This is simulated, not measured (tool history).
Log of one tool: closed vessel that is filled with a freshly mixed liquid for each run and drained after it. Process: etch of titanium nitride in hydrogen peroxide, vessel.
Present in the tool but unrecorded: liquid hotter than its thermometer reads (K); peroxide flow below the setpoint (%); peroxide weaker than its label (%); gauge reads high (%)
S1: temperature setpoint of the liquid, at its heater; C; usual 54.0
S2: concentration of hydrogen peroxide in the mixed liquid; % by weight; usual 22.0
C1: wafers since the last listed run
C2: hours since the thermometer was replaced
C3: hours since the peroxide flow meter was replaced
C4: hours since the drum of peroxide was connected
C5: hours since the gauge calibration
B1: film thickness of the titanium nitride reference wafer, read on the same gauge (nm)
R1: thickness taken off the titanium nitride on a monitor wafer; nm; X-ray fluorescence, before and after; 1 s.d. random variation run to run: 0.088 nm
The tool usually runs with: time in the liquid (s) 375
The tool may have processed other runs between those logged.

run 1 hour=0.0 | S1=46.5 S2=22.0 time_in_the_liquid_(s)=375 | C1=0 C2=257.4 C3=870.4 C4=948.7 C5=230.5 | B1=139.99 | R1=11.38
run 2 hour=26.2 | S1=46.5 S2=22.0 time_in_the_liquid_(s)=375 | C1=2225 C2=283.6 C3=896.6 C4=974.9 C5=256.7 | B1=139.99 | R1=11.39
run 3 hour=59.5 | S1=54.0 S2=22.0 time_in_the_liquid_(s)=375 | C1=2829 C2=316.9 C3=929.9 C4=1008.2 C5=290.0 | B1=140.00 | R1=19.64
run 4 hour=81.6 | S1=56.5 S2=22.0 time_in_the_liquid_(s)=475 | C1=1877 C2=339.0 C3=952.0 C4=1030.3 C5=312.1 | B1=140.01 | R1=29.69
run 5 hour=115.2 | S1=54.0 S2=20.5 time_in_the_liquid_(s)=540 | C1=2854 C2=372.6 C3=985.6 C4=1063.9 C5=345.7 | B1=139.99 | R1=27.99
run 6 hour=140.1 | S1=49.0 S2=25.5 time_in_the_liquid_(s)=375 | C1=2115 C2=397.5 C3=1010.5 C4=1088.8 C5=370.6 | B1=140.00 | R1=14.23
run 7 hour=164.9 | S1=49.0 S2=25.5 time_in_the_liquid_(s)=375 | C1=2106 C2=422.3 C3=1035.3 C4=1113.6 C5=395.4 | B1=139.99 | R1=14.27
run 8 hour=178.7 | S1=49.0 S2=25.5 time_in_the_liquid_(s)=375 | C1=1172 C2=436.1 C3=1049.1 C4=1127.4 C5=409.2 | B1=140.00 | R1=14.25
run 9 hour=191.0 | S1=54.0 S2=22.0 time_in_the_liquid_(s)=375 | C1=1044 C2=448.4 C3=1061.4 C4=1139.7 C5=421.5 | B1=139.99 | R1=19.65
run 10 hour=223.1 | S1=54.0 S2=22.0 time_in_the_liquid_(s)=375 | C1=2727 C2=480.5 C3=1093.5 C4=1171.8 C5=453.6 | B1=140.00 | R1=19.91
run 11 hour=251.0 | S1=54.0 S2=22.0 time_in_the_liquid_(s)=375 | C1=2370 C2=508.4 C3=1121.4 C4=1199.7 C5=481.5 | B1=140.01 | R1=19.71
run 12 hour=276.5 | S1=54.0 S2=22.0 time_in_the_liquid_(s)=375 | C1=2166 C2=533.9 C3=1146.9 C4=1225.2 C5=507.0 | B1=140.01 | R1=19.83
run 13 hour=306.5 | S1=54.0 S2=22.0 time_in_the_liquid_(s)=375 | C1=2548 C2=563.9 C3=1176.9 C4=1255.2 C5=537.0 | B1=139.98 | R1=19.86
run 14 hour=327.2 | S1=54.0 S2=26.0 time_in_the_liquid_(s)=375 | C1=1758 C2=584.6 C3=1197.6 C4=1275.9 C5=557.7 | B1=139.98 | R1=20.76
-- hour=348.5 thermometer replaced
run 15 hour=359.3 | S1=54.0 S2=25.0 time_in_the_liquid_(s)=245 | C1=2642 C2=10.8 C3=1229.7 C4=1308.0 C5=589.8 | B1=140.00 | R1=12.92
-- hour=389.7 peroxide flow meter replaced
run 16 hour=393.5 | S1=54.0 S2=25.0 time_in_the_liquid_(s)=205 | C1=2820 C2=45.0 C3=3.8 C4=1342.2 C5=624.0 | B1=140.00 | R1=10.89
run 17 hour=410.5 | S1=54.0 S2=20.5 time_in_the_liquid_(s)=540 | C1=1444 C2=62.0 C3=20.8 C4=1359.2 C5=641.0 | B1=140.00 | R1=27.65
-- hour=423.9 new drum of peroxide connected
run 18 hour=445.4 | S1=54.0 S2=22.0 time_in_the_liquid_(s)=545 | C1=2880 C2=96.9 C3=55.7 C4=21.5 C5=675.9 | B1=140.00 | R1=28.52
-- hour=468.9 gauge calibrated
run 19 hour=480.4 | S1=56.5 S2=22.0 time_in_the_liquid_(s)=475 | C1=2973 C2=131.9 C3=90.7 C4=56.5 C5=11.5 | B1=139.99 | R1=29.55
run 20 hour=496.1 | S1=54.0 S2=25.0 time_in_the_liquid_(s)=205 | C1=1333 C2=147.6 C3=106.4 C4=72.2 C5=27.2 | B1=140.01 | R1=10.96
run 21 hour=593.6 | S1=60.0 S2=28.0 time_in_the_liquid_(s)=280 | C1=8283 C2=245.1 C3=203.9 C4=169.7 C5=124.7 | B1=139.99 | R1=23.47
run 22 hour=628.3 | S1=59.0 S2=22.0 time_in_the_liquid_(s)=595 | C1=2948 C2=279.8 C3=238.6 C4=204.4 C5=159.4 | B1=140.01 | R1=43.90
run 23 hour=661.4 | S1=59.0 S2=26.5 time_in_the_liquid_(s)=225 | C1=2812 C2=312.9 C3=271.7 C4=237.5 C5=192.5 | B1=140.00 | R1=17.42
run 24 hour=684.5 | S1=58.0 S2=28.0 time_in_the_liquid_(s)=465 | C1=1962 C2=336.0 C3=294.8 C4=260.6 C5=215.6 | B1=139.99 | R1=34.18
run 25 hour=700.2 | S1=54.0 S2=18.0 time_in_the_liquid_(s)=375 | C1=1333 C2=351.7 C3=310.5 C4=276.3 C5=231.3 | B1=140.01 | R1=18.90
run 26 hour=725.5 | S1=64.0 S2=22.0 time_in_the_liquid_(s)=375 | C1=2149 C2=377.0 C3=335.8 C4=301.6 C5=256.6 | B1=139.99 | R1=38.93
run 27 hour=741.1 | S1=54.0 S2=22.0 time_in_the_liquid_(s)=375 | C1=1325 C2=392.6 C3=351.4 C4=317.2 C5=272.2 | B1=140.01 | R1=19.70

Subtracting, for every run, the result it would have given without the tool's unlogged condition from the measured result gives the following. The same run-to-run variation enters both numbers; the gauge's scatter may not:
run=1 R1=+0.17
run=2 R1=+0.18
run=3 R1=+0.35
run=4 R1=+0.53
run=5 R1=+0.57
run=6 R1=+0.31
run=7 R1=+0.33
run=8 R1=+0.34
run=9 R1=+0.47
run=10 R1=+0.51
run=11 R1=+0.53
run=12 R1=+0.56
run=13 R1=+0.59
run=14 R1=+0.64
run=15 R1=+0.05
run=16 R1=+0.07
run=17 R1=+0.19
run=18 R1=+0.24
run=19 R1=+0.31
run=20 R1=+0.13
run=21 R1=+0.36
run=22 R1=+0.77
run=23 R1=+0.33
run=24 R1=+0.70
run=25 R1=+0.41
run=26 R1=+0.84
run=27 R1=+0.46

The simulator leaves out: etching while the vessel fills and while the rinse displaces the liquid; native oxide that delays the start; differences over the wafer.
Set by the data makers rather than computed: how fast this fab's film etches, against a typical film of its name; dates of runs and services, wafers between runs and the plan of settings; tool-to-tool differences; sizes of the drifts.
